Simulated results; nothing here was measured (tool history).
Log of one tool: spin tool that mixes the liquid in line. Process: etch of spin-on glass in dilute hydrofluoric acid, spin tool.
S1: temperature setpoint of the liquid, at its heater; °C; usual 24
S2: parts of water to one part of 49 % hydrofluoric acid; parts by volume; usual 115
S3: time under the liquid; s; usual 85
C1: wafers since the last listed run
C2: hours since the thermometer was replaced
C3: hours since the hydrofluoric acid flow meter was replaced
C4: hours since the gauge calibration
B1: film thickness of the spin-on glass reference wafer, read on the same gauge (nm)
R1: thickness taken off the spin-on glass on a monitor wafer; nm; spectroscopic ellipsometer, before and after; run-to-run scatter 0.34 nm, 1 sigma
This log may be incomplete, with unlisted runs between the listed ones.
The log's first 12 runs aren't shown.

-- hour=692.4 gauge calibrated
run 13 hour=782.1 | S1=24 S2=115 S3=85 | C1=1270 C2=1798.4 C3=564.2 C4=89.7 | B1=89.96 | R1=46.02
run 14 hour=827.2 | S1=24 S2=115 S3=85 | C1=559 C2=1843.5 C3=609.3 C4=134.8 | B1=89.99 | R1=46.29
-- hour=883.1 hydrofluoric acid flow meter replaced, repeated, since the last time left the tool worse
run 15 hour=894.3 | S1=28 S2=115 S3=85 | C1=819 C2=1910.6 C3=11.2 C4=201.9 | B1=90.02 | R1=58.99
run 16 hour=1046.7 | S1=28.5 S2=90 S3=110 | C1=1889 C2=2063 C3=163.6 C4=354.3 | B1=89.98 | R1=101.97
run 17 hour=1120.4 | S1=24 S2=115 S3=85 | C1=913 C2=2136.7 C3=237.3 C4=428 | B1=90 | R1=50.07
run 18 hour=1213.8 | S1=24 S2=115 S3=85 | C1=1157 C2=2230.1 C3=330.7 C4=521.4 | B1=90.01 | R1=49.55
run 19 hour=1300 | S1=26 S2=135 S3=85 | C1=1068 C2=2316.3 C3=416.9 C4=607.6 | B1=90.03 | R1=44.25
run 20 hour=1375.7 | S1=28.5 S2=160 S3=85 | C1=938 C2=2392 C3=492.6 C4=683.3 | B1=89.99 | R1=40.13
run 21 hour=1459.1 | S1=25.5 S2=130 S3=70 | C1=1033 C2=2475.4 C3=576 C4=766.7 | B1=89.96 | R1=37.6
run 22 hour=1513.4 | S1=22.5 S2=75 S3=85 | C1=673 C2=2529.7 C3=630.3 C4=821 | B1=90.01 | R1=75.25
-- hour=1544.3 hydrofluoric acid flow meter replaced
run 23 hour=1596.6 | S1=20.5 S2=150 S3=115 | C1=1019 C2=2612.9 C3=52.3 C4=904.2 | B1=90.04 | R1=44.24
-- hour=1622.7 thermometer replaced
run 24 hour=1665.1 | S1=28.5 S2=115 S3=115 | C1=836 C2=42.4 C3=120.8 C4=972.7 | B1=90 | R1=81.24
run 25 hour=1726.4 | S1=20.5 S2=140 S3=60 | C1=759 C2=103.7 C3=182.1 C4=1034 | B1=89.96 | R1=24.82
run 26 hour=1824.6 | S1=24 S2=115 S3=85 | C1=1217 C2=201.9 C3=280.3 C4=1132.2 | B1=89.98 | R1=50.28
run 27 hour=1879.3 | S1=24 S2=75 S3=70 | C1=678 C2=256.6 C3=335 C4=1186.9 | B1=90.01 | R1=66.52
run 28 hour=1950.5 | S1=24 S2=115 S3=85 | C1=882 C2=327.8 C3=406.2 C4=1258.1 | B1=89.99 | R1=48.98
run 29 hour=1992.5 | S1=24 S2=115 S3=85 | C1=520 C2=369.8 C3=448.2 C4=1300.1 | B1=89.99 | R1=50.25
run 30 hour=2097.7 | S1=24 S2=115 S3=85 | C1=1304 C2=475 C3=553.4 C4=1405.3 | B1=90.02 | R1=49.04
run 31 hour=2164.9 | S1=24 S2=115 S3=85 | C1=833 C2=542.2 C3=620.6 C4=1472.5 | B1=90.01 | R1=48.84

The next listed run, before its measurement:
run 32 hour=2216.9 | S1=24 S2=75 S3=85 | C1=644 C2=594.2 C3=672.6 C4=1524.5 | B1=? | R1=?

Run 32 produced B1 89.99, R1 79.19 nm.
Without the tool's hidden state the same run would have given R1 82.26 nm.
